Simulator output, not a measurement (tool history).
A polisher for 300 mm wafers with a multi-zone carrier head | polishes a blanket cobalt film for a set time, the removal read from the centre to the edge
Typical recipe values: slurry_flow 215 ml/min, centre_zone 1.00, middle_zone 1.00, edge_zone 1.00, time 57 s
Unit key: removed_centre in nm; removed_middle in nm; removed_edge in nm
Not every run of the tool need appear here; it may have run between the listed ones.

run	hour	slurry_flow	centre_zone	middle_zone	edge_zone	time	incoming thickness of the incoming film, nm	removed_centre	removed_middle	removed_edge
1	0.0	215	1.00	0.96	1.08	57	1397.6	310.7	291.4	302.6
2	10.4	275	1.00	0.96	1.00	57	1393.3	308.2	300.6	299.7
3	16.8	275	1.00	0.96	1.00	57	1379.2	313.5	299.5	301.0
4	25.1	275	1.00	0.96	1.00	57	1386.2	310.7	296.0	297.8
5	36.8	215	1.00	1.00	0.93	57	1383.4	292.2	293.5	282.4
# hour 42.4: slurry nozzle cleaned
# hour 48.1: carrier head's membrane replaced by a new one
6	48.6	245	1.00	1.00	1.05	57	1381.4	297.6	295.3	290.0
7	59.0	215	1.00	1.00	1.03	75	1371.1	387.8	384.7	384.9
# hour 63.5: worn pad replaced by a new one
8	68.2	215	1.00	1.09	1.00	76	1394.1	440.9	463.4	426.1
9	81.0	215	0.91	1.05	1.00	57	1394.5	306.8	324.7	310.7
10	91.3	215	0.96	1.07	1.09	77	1373.1	413.0	441.5	410.4
11	100.4	215	1.00	1.11	1.00	57	1394.6	309.3	327.3	307.2
# hour 108.2: edge zone pressure recalibrated
12	117.6	275	1.00	0.96	1.00	57	1398.1	309.0	302.0	296.5
# hour 123.6: centre zone pressure recalibrated
13	126.1	215	1.12	1.06	0.93	73	1384.5	414.8	394.9	358.2
14	136.4	215	1.00	1.00	1.00	75	1365.4	401.5	388.2	378.8
# hour 152.3: worn pad replaced by a new one
15	152.8	240	1.09	1.00	1.11	74	1382.0	460.5	431.7	436.7
16	166.4	215	1.00	1.10	1.00	48	1393.4	269.8	282.3	257.8
17	181.8	215	1.05	1.00	0.90	57	1388.2	312.2	305.7	295.5
18	194.8	215	1.00	1.00	1.00	57	1367.1	303.4	307.0	298.2
19	208.9	215	1.00	1.00	1.00	57	1413.4	297.3	295.1	289.8
20	219.6	215	1.00	1.00	1.00	57	1369.0	293.8	296.7	289.3
21	236.1	215	1.00	1.00	1.00	57	1390.2	295.4	293.1	286.5
22	246.9	160	1.00	1.00	0.88	57	1365.7	285.1	283.0	265.3
23	255.2	215	1.00	1.00	1.00	71	1394.3	368.5	357.9	360.5

3 ways to go on from here, each from the tool as it stands after run 23. What would each give?
A	255.6	215	1.00	1.00	1.00	57	1391.4	?	?	?
B	255.6	215	1.00	1.07	1.00	57	1391.4	?	?	?
C	255.6	215	1.10	1.00	1.00	66	1391.4	?	?	?

run	removed_centre	removed_middle	removed_edge
A	297.1	285.7	283.0
B	297.2	298.2	282.8
C	363.8	330.7	327.6
What these runs would have given with no unlogged condition in the tool:
run	removed_centre	removed_middle	removed_edge
A	341.7	328.5	325.4
B	341.8	343.0	325.2
C	418.4	380.3	376.8
